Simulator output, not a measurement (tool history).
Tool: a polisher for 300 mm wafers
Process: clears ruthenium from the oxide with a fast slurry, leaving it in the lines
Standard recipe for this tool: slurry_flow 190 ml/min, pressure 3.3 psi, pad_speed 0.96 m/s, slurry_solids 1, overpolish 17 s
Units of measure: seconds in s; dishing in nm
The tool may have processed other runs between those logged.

run	hour	slurry_flow	pressure	pad_speed	slurry_solids	overpolish	incoming thickness of the incoming film, nm	seconds	dishing
1	0	190	3.3	0.96	1.15	17	267.8	54.5	51.8
2	14.5	190	3.3	0.96	1.15	17	269.9	55.1	51.1
# hour 58.1: worn pad replaced by a new one
# hour 58.5: slurry blender recalibrated
3	60.4	190	3.3	0.96	1	17	270.7	55.4	51.9
4	76.8	190	3.3	0.96	1	17	269.3	54.7	52.5
5	89.7	190	3.3	0.96	1	17	271.4	57	51.3
6	103.2	190	3.3	0.96	1	11	271.3	56.4	37.6
7	126.2	190	3.3	0.96	1	11	268	57.5	35.1
8	140.3	235	3.3	0.96	1	17	270.9	55.4	49.9
# hour 146.1: head pressure recalibrated
9	150.3	235	3.3	0.96	1	17	276.2	57.8	50.7
10	159.4	235	3.3	0.96	1	17	265.6	56.8	49.8
11	172.5	190	3.3	0.96	1	17	267.3	60.7	47.1
# hour 178.4: worn pad replaced by a new one
12	181.8	190	3.3	0.96	1	17	266.3	54.4	50.3
13	193.6	190	3.3	0.96	1.05	17	270.2	56	52.1
14	202.8	240	3.3	0.96	1	17	272	53.6	49.3
15	216.5	225	3.3	0.96	1	24	267.7	54.6	61.5
16	229.4	190	3.3	0.66	1	17	269.6	82.4	39
17	245.9	240	3.3	0.96	1	17	270.5	55.3	51.3
# hour 253.7: slurry nozzle cleaned
18	257.5	210	3.3	0.76	1.2	14	269.2	63.5	39.7
19	272.8	190	3.3	0.96	1	17	271.1	55	51
# hour 281.9: worn pad replaced by a new one
20	288.2	235	3.3	0.68	0.85	17	270.3	71.5	41.3
21	296	240	3.3	1.16	1	14	267.5	39.8	54.8
# hour 303.4: slurry blender recalibrated
22	306.9	135	2.9	0.96	1	22	269.7	61.9	54.5
23	318	190	3.3	0.96	1	17	267.3	51.8	54.1
24	328.9	220	3.3	0.96	0.75	17	268.9	57.2	47.2
25	357.5	190	3.3	0.8	0.85	17	272	70.9	43.9
26	371.9	190	3.3	0.96	1	17	267.5	55.8	50.4
27	384.7	190	2.8	0.96	1	17	270.7	67.4	45.1
28	395.8	190	3.3	0.96	1	17	266.7	57.5	49.4
# hour 403.3: worn pad replaced by a new one
29	412.5	220	3.3	1.28	1	17	271.3	38	64.9

Predict each of these 3 candidate next runs independently; none follows another, all start after run 29:
A	412.9	190	3.3	0.96	1	17	270.1	?	?
B	412.9	190	3.3	0.86	0.75	8	270.1	?	?
C	412.9	210	3.3	1.16	1.25	17	270.1	?	?

run	seconds	dishing
A	53.4	52.3
B	65.6	24.9
C	40.3	62.3
With no hidden state in the tool, these same runs would have given:
run	seconds	dishing
A	48.8	55.4
B	59.9	26.9
C	37	65.3
